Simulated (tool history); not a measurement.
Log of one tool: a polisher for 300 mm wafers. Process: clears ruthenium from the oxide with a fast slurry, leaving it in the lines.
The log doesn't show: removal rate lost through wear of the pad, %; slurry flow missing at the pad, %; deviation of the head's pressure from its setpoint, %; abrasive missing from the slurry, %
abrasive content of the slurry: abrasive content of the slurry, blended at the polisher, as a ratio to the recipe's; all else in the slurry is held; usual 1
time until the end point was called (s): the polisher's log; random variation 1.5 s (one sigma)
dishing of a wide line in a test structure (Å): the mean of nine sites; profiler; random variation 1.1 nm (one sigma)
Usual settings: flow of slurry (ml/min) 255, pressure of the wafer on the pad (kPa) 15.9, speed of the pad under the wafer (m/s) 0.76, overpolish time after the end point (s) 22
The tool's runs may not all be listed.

run,hour,flow of slurry (ml/min),pressure of the wafer on the pad (kPa),speed of the pad under the wafer (m/s),abrasive content of the slurry,overpolish time after the end point (s),wafers since the last listed run,wafers polished on this pad,hours since the slurry nozzle was cleaned,hours since the head pressure was calibrated,hours since the slurry blender was calibrated,"incoming thickness of the incoming film, nm",time until the end point was called (s),dishing of a wide line in a test structure (Å)
1,0,255,15.9,0.76,1,22,0,715,151.9,584,226,262.6,96.1,484
# hour 38.1: head pressure recalibrated
# hour 50.9: slurry blender recalibrated
2,64.2,255,15.9,0.76,1,22,313,1029,216.1,26.1,13.3,256,84.3,502
3,103.5,255,15.9,0.76,1,22,204,1233,255.4,65.4,52.6,259.3,91.4,519
# hour 129.4: slurry nozzle cleaned
4,133.1,255,15.9,0.66,1,22,148,1382,3.7,95,82.2,258.7,103.3,436
5,176.3,255,15.9,0.66,1,22,224,1607,46.9,138.2,125.4,257.9,105,454
# hour 188: worn pad replaced by a new one
6,243.4,255,15.9,0.66,1,22,328,288,114,205.3,192.5,262.4,107.8,454
7,305.6,255,20,0.76,1,22,323,611,176.2,267.5,254.7,259.3,77.2,593
8,366.1,255,20,0.76,1,22,314,926,236.7,328,315.2,258.3,76.8,578
# hour 385.1: slurry blender recalibrated
# hour 417.8: slurry nozzle cleaned
9,420.5,255,20,0.76,1,22,267,1194,2.7,382.4,35.4,260.8,73.4,626
10,455.7,255,15.9,0.76,1,22,183,1377,37.9,417.6,70.6,261.1,90,528
# hour 485.2: worn pad replaced by a new one
11,486.5,255,15.9,0.76,1,22,139,6,68.7,448.4,101.4,263.4,93.1,506
12,550.6,295,15.9,0.76,1,22,333,340,132.8,512.5,165.5,263.1,95.1,499
13,617.4,295,15.9,0.76,1,22,347,687,199.6,579.3,232.3,260.6,93.5,485
# hour 648.3: head pressure recalibrated
14,648.8,255,15.9,0.76,1,22,152,840,231,0.5,263.7,256.3,90.4,499
# hour 696.1: slurry nozzle cleaned
15,714.4,175,15.9,0.76,0.75,22,336,1176,18.3,66.1,329.3,263.4,112.1,425
# hour 718.1: slurry blender recalibrated
# hour 777.8: worn pad replaced by a new one
16,778.3,255,15.9,0.76,1,22,301,2,82.2,130,60.2,261.5,89.2,505
17,838.7,200,15.9,0.52,1,22,314,316,142.6,190.4,120.6,260.2,133.7,356
18,864.6,255,10.3,0.66,0.85,15,134,451,168.5,216.3,146.5,264.5,168,208
19,896.8,255,20.7,0.98,1,22,167,619,200.7,248.5,178.7,259.2,56.5,761
20,950.4,255,20.7,0.98,1,22,278,897,254.3,302.1,232.3,259.8,58.4,766
21,998.4,320,21.4,0.54,1,22,249,1147,302.3,350.1,280.3,258.5,93.7,497
# hour 1020.4: slurry nozzle cleaned
22,1024.9,255,15.9,0.88,0.8,22,132,1280,4.5,376.6,306.8,254.4,88.5,512
# hour 1067.5: slurry blender recalibrated
# hour 1076.1: worn pad replaced by a new one
23,1093.1,165,15.9,0.84,1,22,323,88,72.7,444.8,25.6,264.6,84.8,553
# hour 1261.5: head pressure recalibrated
24,1274.4,330,20,0.7,1,22,933,1021,254,12.9,206.9,254.6,77.9,564
25,1302.1,255,15.9,0.76,1,22,144,1165,281.7,40.6,234.6,260.6,95.1,500
26,1343.9,280,20,0.76,0.8,33,217,1383,323.5,82.4,276.4,260.3,82.4,781

The next listed run, before its measurement:
# hour 1357: slurry nozzle cleaned
# hour 1369.3: worn pad replaced by a new one
# hour 1389.3: slurry blender recalibrated
27,1403.1,175,15.9,0.76,0.75,22,271,165,46.1,141.6,13.8,259.4,?,?

time until the end point was called (s): 100.9
dishing of a wide line in a test structure (Å): 466
Without the tool's hidden state the same run would have given time until the end point was called (s) 99.7, dishing of a wide line in a test structure (Å) 470.
